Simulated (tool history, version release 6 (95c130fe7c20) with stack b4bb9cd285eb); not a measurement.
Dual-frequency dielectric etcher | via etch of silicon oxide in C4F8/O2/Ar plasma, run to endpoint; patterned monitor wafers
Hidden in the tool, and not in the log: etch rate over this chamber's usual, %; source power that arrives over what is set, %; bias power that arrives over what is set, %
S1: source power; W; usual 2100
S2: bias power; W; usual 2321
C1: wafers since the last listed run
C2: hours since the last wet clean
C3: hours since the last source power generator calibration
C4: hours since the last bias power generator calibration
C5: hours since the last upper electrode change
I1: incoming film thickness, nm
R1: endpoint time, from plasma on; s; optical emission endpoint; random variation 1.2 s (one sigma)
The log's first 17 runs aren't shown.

run     day    S1    S2   C1     C2     C3     C4     C5      I1     R1
 18  19.250  1750  1816  208  219.6   97.0   36.3   75.9  1414.0  294.3
 19  20.212  2500  2135  141  242.7  120.1   59.4   99.0  1420.8  253.8
 20  20.725  2100  2321   75  255.0  132.4   71.7  111.3  1417.6  264.1
 21  22.046  2350  2793  194  286.7  164.1  103.4  143.0  1395.0  242.5
 22  23.212  2100  2321  171  314.7  192.1  131.4  171.0  1418.8  265.4
 23  24.250  1800  2876  152  339.6  217.0  156.3  195.9  1417.4  270.2
 24  25.667  2310  1788  208  373.6  251.0  190.3  229.9  1409.5  263.2
 25  26.954  2320  1843  189  404.5  281.9  221.2  260.8  1412.9  261.0
 26  28.162  1890  2321  177  433.5  310.9  250.2  289.8  1400.3  268.0
 27  28.667  1630  2615   74  445.6  323.0  262.3  301.9  1397.3  277.1
     30.521  -- wet clean of the chamber
 28  30.542  2100  2321  128    0.5  368.0  307.3  346.9  1405.6  267.7
 29  30.558  1590  2856    2    0.9  368.4  307.7  347.3  1410.0  289.6
 30  30.850  2390  2656   42    7.9  375.4  314.7  354.3  1408.6  251.0
 31  33.375  2560  2137  371   68.5  436.0  375.3  414.9  1404.7  250.1
 32  34.188  2350  2117  119   88.0  455.5  394.8  434.4  1410.8  258.0
 33  34.783  2100  1827   87  102.3  469.8  409.1  448.7  1403.8  275.1
 34  35.392  2100  2112   89  116.9  484.4  423.7  463.3  1397.7  266.6
 35  36.104  1820  1794  104  134.0  501.5  440.8  480.4  1412.7  293.5

4 ways to go on from here, each from the tool as it stands after run 35. What would each give?
  A  36.125  2100  1945   3  134.5  502.0  441.3  480.9  1415.0   ?
  B  36.125  2460  2585   3  134.5  502.0  441.3  480.9  1415.0   ?
  C  36.125  2470  2880   3  134.5  502.0  441.3  480.9  1415.0   ?
  D  36.125  1950  1745   3  134.5  502.0  441.3  480.9  1415.0   ?

run     R1
  A  273.9
  B  247.9
  C  243.2
  D  285.4
Without the tool's hidden state the same runs would have given:
run     R1
  A  276.2
  B  250.0
  C  245.4
  D  287.9
